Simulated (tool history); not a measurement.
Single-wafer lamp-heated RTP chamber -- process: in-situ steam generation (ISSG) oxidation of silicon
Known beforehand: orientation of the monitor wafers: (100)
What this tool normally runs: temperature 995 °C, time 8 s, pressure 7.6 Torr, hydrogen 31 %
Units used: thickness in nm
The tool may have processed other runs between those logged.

run,day,temperature,time,pressure,hydrogen,"read-back reference wafer on the same gauge, thickness",thickness
1,0.000,995,8,7.6,31,4.257,3.890
2,2.650,995,8,7.6,31,4.258,3.933
3,4.946,995,8,7.6,31,4.254,3.936
4,7.421,995,8,7.6,31,4.262,3.944
5,8.425,995,8,7.6,31,4.254,3.940
6,10.625,995,8,7.1,31,4.258,3.989
# day 12.825: pyrometer window cleaned and pyrometer calibrated
7,12.846,995,8,7.1,31,4.260,3.892
# day 14.975: pressure gauge zeroed
# day 14.983: gauge calibrated
8,15.367,983,8,8.1,31,4.254,3.785
9,17.788,995,8,7.6,31,4.260,3.899
10,18.971,995,6,7.6,31,4.258,3.486
# day 19.475: hydrogen flow controller replaced
11,20.675,995,8,7.1,31,4.256,3.924
12,22.688,995,8,6.9,31,4.251,3.974
13,25.179,1015,8,7.6,31,4.257,4.187
14,26.729,979,6,8.0,31,4.264,3.401

Forecast each of these 3 alternatives for the next run:
A,26.746,995,8,7.6,31,?,?
B,26.746,978,6,7.6,32,?,?
C,26.746,995,8,7.6,26,?,?

run,"read-back reference wafer on the same gauge, thickness",thickness
A,4.258,4.001
B,4.258,3.465
C,4.258,3.793
With the hidden condition removed and each run's random variation left untouched, the same runs would have given:
run,thickness
A,3.928
B,3.417
C,3.724

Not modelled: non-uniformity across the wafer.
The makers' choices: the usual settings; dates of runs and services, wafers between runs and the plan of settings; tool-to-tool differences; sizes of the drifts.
